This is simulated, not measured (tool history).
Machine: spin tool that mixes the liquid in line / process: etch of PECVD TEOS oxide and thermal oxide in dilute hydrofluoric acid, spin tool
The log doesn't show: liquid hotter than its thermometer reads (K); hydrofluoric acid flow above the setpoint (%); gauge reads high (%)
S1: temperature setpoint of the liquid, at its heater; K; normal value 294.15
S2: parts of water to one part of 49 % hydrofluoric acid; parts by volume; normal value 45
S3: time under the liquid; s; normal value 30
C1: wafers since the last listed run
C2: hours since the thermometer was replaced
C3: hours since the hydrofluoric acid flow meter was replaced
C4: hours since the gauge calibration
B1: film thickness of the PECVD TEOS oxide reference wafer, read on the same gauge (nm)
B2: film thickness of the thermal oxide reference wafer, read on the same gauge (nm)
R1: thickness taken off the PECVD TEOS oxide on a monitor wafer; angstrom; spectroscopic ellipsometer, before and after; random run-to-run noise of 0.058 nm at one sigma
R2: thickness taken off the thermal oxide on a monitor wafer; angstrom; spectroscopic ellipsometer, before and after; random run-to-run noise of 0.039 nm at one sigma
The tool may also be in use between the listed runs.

run 1 day=0.000 | S1=294.15 S2=45 S3=30 | C1=0 C2=2823.3 C3=1472.1 C4=197.3 | B1=100.00 B2=60.023 | R1=181.2 R2=35.56
run 2 day=0.583 | S1=294.15 S2=45 S3=30 | C1=121 C2=2837.3 C3=1486.1 C4=211.3 | B1=100.02 B2=59.973 | R1=180.5 R2=35.55
run 3 day=1.192 | S1=294.15 S2=45 S3=30 | C1=126 C2=2851.9 C3=1500.7 C4=225.9 | B1=100.00 B2=59.993 | R1=180.4 R2=35.85
run 4 day=1.858 | S1=294.15 S2=45 S3=30 | C1=138 C2=2867.9 C3=1516.7 C4=241.9 | B1=99.99 B2=59.975 | R1=180.7 R2=35.55
run 5 day=2.142 | S1=294.15 S2=45 S3=30 | C1=58 C2=2874.7 C3=1523.5 C4=248.7 | B1=100.01 B2=60.066 | R1=180.8 R2=36.81
run 6 day=2.688 | S1=294.15 S2=45 S3=30 | C1=113 C2=2887.8 C3=1536.6 C4=261.8 | B1=99.98 B2=59.995 | R1=180.8 R2=36.07
run 7 day=3.262 | S1=290.15 S2=45 S3=45 | C1=119 C2=2901.6 C3=1550.4 C4=275.6 | B1=100.00 B2=60.015 | R1=230.3 R2=44.80
run 8 day=3.883 | S1=290.15 S2=45 S3=45 | C1=129 C2=2916.5 C3=1565.3 C4=290.5 | B1=100.00 B2=60.035 | R1=229.0 R2=45.18
-- day=4.246 thermometer replaced
-- day=4.246 hydrofluoric acid flow meter replaced
-- day=4.412 gauge calibrated
run 9 day=4.504 | S1=290.15 S2=45 S3=45 | C1=120 C2=6.2 C3=6.2 C4=2.2 | B1=100.00 B2=60.014 | R1=208.5 R2=41.31
run 10 day=6.275 | S1=294.15 S2=45 S3=40 | C1=368 C2=48.7 C3=48.7 C4=44.7 | B1=99.98 B2=60.016 | R1=220.3 R2=44.15
run 11 day=6.958 | S1=294.15 S2=55 S3=30 | C1=142 C2=65.1 C3=65.1 C4=61.1 | B1=100.01 B2=59.983 | R1=134.0 R2=26.03
run 12 day=7.542 | S1=294.15 S2=55 S3=30 | C1=121 C2=79.1 C3=79.1 C4=75.1 | B1=100.00 B2=59.962 | R1=133.5 R2=26.58
run 13 day=8.146 | S1=294.15 S2=40 S3=30 | C1=125 C2=93.6 C3=93.6 C4=89.6 | B1=100.00 B2=60.034 | R1=186.6 R2=37.14
run 14 day=8.592 | S1=294.15 S2=45 S3=30 | C1=92 C2=104.3 C3=104.3 C4=100.3 | B1=100.01 B2=60.011 | R1=165.4 R2=32.74
run 15 day=8.879 | S1=294.15 S2=50 S3=50 | C1=59 C2=111.2 C3=111.2 C4=107.2 | B1=100.00 B2=60.011 | R1=247.0 R2=48.33
run 16 day=9.258 | S1=294.15 S2=35 S3=30 | C1=78 C2=120.3 C3=120.3 C4=116.3 | B1=99.99 B2=59.946 | R1=215.6 R2=42.03
run 17 day=9.650 | S1=294.15 S2=45 S3=30 | C1=81 C2=129.7 C3=129.7 C4=125.7 | B1=99.97 B2=59.954 | R1=165.3 R2=32.36
run 18 day=10.167 | S1=294.15 S2=45 S3=30 | C1=107 C2=142.1 C3=142.1 C4=138.1 | B1=100.00 B2=59.987 | R1=165.9 R2=32.81
run 19 day=10.458 | S1=299.15 S2=65 S3=45 | C1=60 C2=149.1 C3=149.1 C4=145.1 | B1=99.99 B2=59.981 | R1=204.2 R2=40.74
run 20 day=11.042 | S1=294.15 S2=40 S3=30 | C1=121 C2=163.1 C3=163.1 C4=159.1 | B1=100.01 B2=59.969 | R1=188.5 R2=36.49
run 21 day=11.662 | S1=294.15 S2=30 S3=45 | C1=129 C2=178.0 C3=178.0 C4=174.0 | B1=99.98 B2=60.041 | R1=382.0 R2=75.12
run 22 day=12.292 | S1=294.15 S2=30 S3=30 | C1=130 C2=193.1 C3=193.1 C4=189.1 | B1=100.01 B2=60.062 | R1=254.0 R2=48.93
run 23 day=12.729 | S1=294.15 S2=60 S3=15 | C1=91 C2=203.6 C3=203.6 C4=199.6 | B1=100.00 B2=59.977 | R1=61.3 R2=12.13
run 24 day=13.450 | S1=294.15 S2=45 S3=30 | C1=149 C2=220.9 C3=220.9 C4=216.9 | B1=100.00 B2=59.986 | R1=166.4 R2=32.64
run 25 day=13.967 | S1=290.65 S2=30 S3=30 | C1=107 C2=233.3 C3=233.3 C4=229.3 | B1=100.00 B2=59.987 | R1=218.8 R2=42.57
run 26 day=14.504 | S1=295.65 S2=45 S3=45 | C1=111 C2=246.2 C3=246.2 C4=242.2 | B1=100.02 B2=60.036 | R1=265.4 R2=52.83

Forecast each of these 4 alternatives for the next run:
run A day=14.521 | S1=294.15 S2=25 S3=30 | C1=3 C2=246.6 C3=246.6 C4=242.6 | B1=? B2=? | R1=? R2=?
run B day=14.521 | S1=290.15 S2=45 S3=30 | C1=3 C2=246.6 C3=246.6 C4=242.6 | B1=? B2=? | R1=? R2=?
run C day=14.521 | S1=291.15 S2=45 S3=15 | C1=3 C2=246.6 C3=246.6 C4=242.6 | B1=? B2=? | R1=? R2=?
run D day=14.521 | S1=294.15 S2=45 S3=15 | C1=3 C2=246.6 C3=246.6 C4=242.6 | B1=? B2=? | R1=? R2=?

run=A B1=100.02 B2=59.983 R1=307.8 R2=61.79
run=B B1=100.02 B2=59.983 R1=140.5 R2=28.21
run=C B1=100.02 B2=59.983 R1=73.4 R2=14.73
run=D B1=100.02 B2=59.983 R1=83.4 R2=16.74
Had the tool no hidden state, the same runs would have come out as:
run=A R1=298.6 R2=59.94
run=B R1=136.3 R2=27.35
run=C R1=71.2 R2=14.28
run=D R1=80.9 R2=16.24
